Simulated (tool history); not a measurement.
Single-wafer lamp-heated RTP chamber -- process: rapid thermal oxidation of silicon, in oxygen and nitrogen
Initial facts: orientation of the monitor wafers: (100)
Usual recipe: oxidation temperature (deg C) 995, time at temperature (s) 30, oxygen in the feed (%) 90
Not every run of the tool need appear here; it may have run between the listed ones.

run     day  oxidation temperature (deg C)  time at temperature (s)  oxygen in the feed (%)  wafers since the last listed run  wafers since the last pyrometer calibration  hours since the oxygen flow controller was replaced  hours since the gauge calibration  read-back reference wafer on the same gauge, thickness  oxide thickness on the monitor wafer (Å)
  1       0                            995                       30                      90                                 0                                         4805                                               6250.3                             1650.3                                                   3.318                                     41.64
      0.883  -- gauge calibrated
  2   1.888                            995                       30                      90                               262                                         5067                                               6295.6                               24.1                                                   3.322                                     41.12
  3   3.508                            995                       38                      90                               225                                         5293                                               6334.5                                 63                                                   3.319                                     45.55
      3.854  -- pyrometer window cleaned and pyrometer calibrated
  4   6.004                            995                       38                      90                               300                                          298                                               6394.4                              122.9                                                   3.322                                     45.51
  5   8.188                            995                       30                      90                               303                                          602                                               6446.8                              175.3                                                    3.32                                     41.46
  6  10.083                            995                       30                      90                               263                                          866                                               6492.3                              220.8                                                    3.32                                     41.44
  7  18.442                            995                       30                      90                              1162                                         2029                                               6692.9                              421.4                                                   3.324                                     41.01
  8  19.483                            995                       30                      90                               144                                         2174                                               6717.9                              446.4                                                   3.317                                     41.12
  9  22.104                            995                       30                      90                               364                                         2539                                               6780.8                              509.3                                                   3.317                                     41.04
 10  24.254                            995                       30                      90                               299                                         2838                                               6832.4                              560.9                                                   3.321                                     41.08
 11  26.821                           1011                       30                      90                               357                                         3195                                                 6894                              622.5                                                   3.325                                     46.18
 12  29.325                            995                       26                      90                               348                                         3543                                               6954.1                              682.6                                                    3.32                                     39.38
 13  31.846                            995                       26                      90                               350                                         3894                                               7014.6                              743.1                                                   3.322                                     38.92
 14  33.108                            995                       26                      90                               175                                         4070                                               7044.9                              773.4                                                   3.324                                     39.33
 15  35.725                            995                       30                      90                               364                                         4434                                               7107.7                              836.2                                                    3.32                                     41.18
     36.946  -- oxygen flow controller replaced
 16  37.871                            995                       30                      90                               252                                         4686                                                 22.2                              887.7                                                   3.321                                     41.01
 17  39.608                           1024                       30                      90                               241                                         4928                                                 63.9                              929.4                                                   3.319                                     50.79
     40.154  -- pyrometer window cleaned and pyrometer calibrated
 18  41.488                            995                       30                      90                               215                                          185                                                  109                              974.5                                                   3.316                                     41.42
 19  42.904                            995                       30                      90                               197                                          382                                                  143                             1008.5                                                   3.315                                     41.38
 20  45.683                            973                       22                      63                               386                                          769                                                209.7                             1075.2                                                   3.318                                     29.44
 21  47.017                            987                       42                      98                               185                                          955                                                241.7                             1107.2                                                   3.318                                     46.02
 22  48.925                            984                       38                      76                               265                                         1220                                                287.5                               1153                                                   3.321                                     39.59
 23  50.496                            995                       35                      90                               218                                         1439                                                325.2                             1190.7                                                    3.32                                     44.24
 24  52.738                            995                       16                      65                               311                                         1751                                                  379                             1244.5                                                   3.315                                     29.72
 25  53.967                           1012                       23                      98                               171                                         1922                                                408.5                               1274                                                   3.323                                     43.03
 26  55.258                            995                       30                      90                               179                                         2101                                                439.5                               1305                                                   3.322                                     41.31
 27  56.508                            995                       30                      90                               173                                         2275                                                469.5                               1335                                                   3.324                                     41.02
 28  59.283                            995                       30                      90                               386                                         2661                                                536.1                             1401.6                                                   3.317                                      41.4
 29  61.871                           1005                       30                      82                               360                                         3021                                                598.2                             1463.7                                                   3.331                                     42.73
     62.508  -- gauge calibrated
 30  64.292                            985                       17                      98                               336                                         3358                                                656.3                               42.8                                                   3.321                                     32.36
 31  66.571                            995                       30                      90                               317                                         3675                                                  711                               97.5                                                    3.32                                     41.14
 32  74.238                            995                       30                      98                              1066                                         4742                                                  895                              281.5                                                   3.324                                     42.12
 33  75.308                           1011                       20                      98                               148                                         4891                                                920.7                              307.2                                                   3.318                                        40
 34  77.962                            995                       30                      90                               369                                         5260                                                984.4                              370.9                                                   3.327                                     41.42
 35    80.8                            995                       30                      67                               394                                         5655                                               1052.5                                439                                                   3.315                                     37.81
 36  82.362                            976                       42                      98                               217                                         5872                                                 1090                              476.5                                                   3.316                                     42.66
     86.179  -- pyrometer window cleaned and pyrometer calibrated
 37    86.2                            977                       30                      90                               487                                            2                                               1182.1                              568.6                                                   3.316                                     36.57

For each entry between runs, how does the tool's hidden state at the last listed run before it compare with that at the first listed run after it?
Between runs 1 and 2: gauge calibrated (day 0.883)
  the hidden state is the same at both runs
Between runs 3 and 4: pyrometer window cleaned and pyrometer calibrated (day 3.854)
  the hidden state is the same at both runs
Between runs 15 and 16: oxygen flow controller replaced (day 36.946)
  the hidden state is the same at both runs
Between runs 17 and 18: pyrometer window cleaned and pyrometer calibrated (day 40.154)
  the hidden state is the same at both runs
Between runs 29 and 30: gauge calibrated (day 62.508)
  the hidden state is the same at both runs
Between runs 36 and 37: pyrometer window cleaned and pyrometer calibrated (day 86.179)
  the hidden state is the same at both runs
